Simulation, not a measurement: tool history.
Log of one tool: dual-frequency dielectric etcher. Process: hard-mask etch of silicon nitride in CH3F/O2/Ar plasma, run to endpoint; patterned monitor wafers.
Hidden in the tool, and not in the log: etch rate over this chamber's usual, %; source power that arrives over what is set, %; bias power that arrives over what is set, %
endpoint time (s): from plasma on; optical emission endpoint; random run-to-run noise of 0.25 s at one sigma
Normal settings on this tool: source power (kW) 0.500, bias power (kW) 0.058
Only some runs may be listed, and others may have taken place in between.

| run | hour | source power (kW) | bias power (kW) | wafers since the last listed run | hours since the last wet clean | hours since the last source power generator calibration | hours since the last bias power generator calibration | hours since the last upper electrode change | incoming incoming film thickness, nm | endpoint time (s) |
|---|---|---|---|---|---|---|---|---|---|---|
| 1 | 0.0 | 0.500 | 0.058 | 0 | 123.5 | 561.5 | 3914.1 | 4647.6 | 32.85 | 46.7 |
| 2 | 71.0 | 0.500 | 0.058 | 753 | 194.5 | 632.5 | 3985.1 | 4718.6 | 32.80 | 47.1 |
| 3 | 123.4 | 0.500 | 0.058 | 556 | 246.9 | 684.9 | 4037.5 | 4771.0 | 32.85 | 47.4 |
| 4 | 159.7 | 0.500 | 0.058 | 385 | 283.2 | 721.2 | 4073.8 | 4807.3 | 32.86 | 47.7 |
| 5 | 218.9 | 0.500 | 0.058 | 628 | 342.4 | 780.4 | 4133.0 | 4866.5 | 33.06 | 47.7 |
| 6 | 272.1 | 0.430 | 0.069 | 564 | 395.6 | 833.6 | 4186.2 | 4919.7 | 32.71 | 47.1 |
| 7 | 346.9 | 0.430 | 0.069 | 793 | 470.4 | 908.4 | 4261.0 | 4994.5 | 33.05 | 48.4 |
| 8 | 409.2 | 0.430 | 0.069 | 661 | 532.7 | 970.7 | 4323.3 | 5056.8 | 33.15 | 48.4 |
| 9 | 435.5 | 0.580 | 0.058 | 279 | 559.0 | 997.0 | 4349.6 | 5083.1 | 33.00 | 45.6 |
| 10 | 476.2 | 0.500 | 0.058 | 431 | 599.7 | 1037.7 | 4390.3 | 5123.8 | 33.01 | 48.4 |
| 11 | 511.0 | 0.500 | 0.058 | 369 | 634.5 | 1072.5 | 4425.1 | 5158.6 | 33.15 | 49.2 |
|  | 538.2 | wet clean of the chamber |
| 12 | 570.3 | 0.500 | 0.062 | 374 | 32.1 | 1131.8 | 4484.4 | 5217.9 | 33.12 | 45.5 |
| 13 | 614.3 | 0.500 | 0.062 | 466 | 76.1 | 1175.8 | 4528.4 | 5261.9 | 33.07 | 45.8 |
| 14 | 649.2 | 0.500 | 0.058 | 370 | 111.0 | 1210.7 | 4563.3 | 5296.8 | 33.27 | 47.4 |
|  | 691.8 | bias power generator calibrated |
| 15 | 718.4 | 0.500 | 0.066 | 691 | 180.2 | 1279.9 | 26.6 | 5366.0 | 33.39 | 45.1 |
| 16 | 751.0 | 0.500 | 0.058 | 345 | 212.8 | 1312.5 | 59.2 | 5398.6 | 32.83 | 46.8 |
| 17 | 808.5 | 0.560 | 0.048 | 610 | 270.3 | 1370.0 | 116.7 | 5456.1 | 33.02 | 48.8 |
|  | 855.6 | upper electrode replaced, of another model than before |
| 18 | 856.1 | 0.560 | 0.050 | 250 | 317.9 | 1417.6 | 164.3 | 0.5 | 32.97 | 47.9 |
| 19 | 865.2 | 0.500 | 0.058 | 96 | 327.0 | 1426.7 | 173.4 | 9.6 | 33.40 | 47.7 |
| 20 | 977.1 | 0.570 | 0.071 | 1187 | 438.9 | 1538.6 | 285.3 | 121.5 | 33.13 | 43.3 |
| 21 | 1001.4 | 0.420 | 0.072 | 257 | 463.2 | 1562.9 | 309.6 | 145.8 | 33.28 | 46.9 |

Run 22 is up next; what results do you expect?
|  | 1045.5 | source power generator calibrated |
| 22 | 1064.0 | 0.460 | 0.064 | 621 | 525.8 | 18.5 | 372.2 | 208.4 | 32.73 | ? |

{"run 22": {"endpoint time (s)": 47.3}}
With the hidden condition absent and the run-to-run variation left alone, this run would have shown endpoint time (s) 46.3.
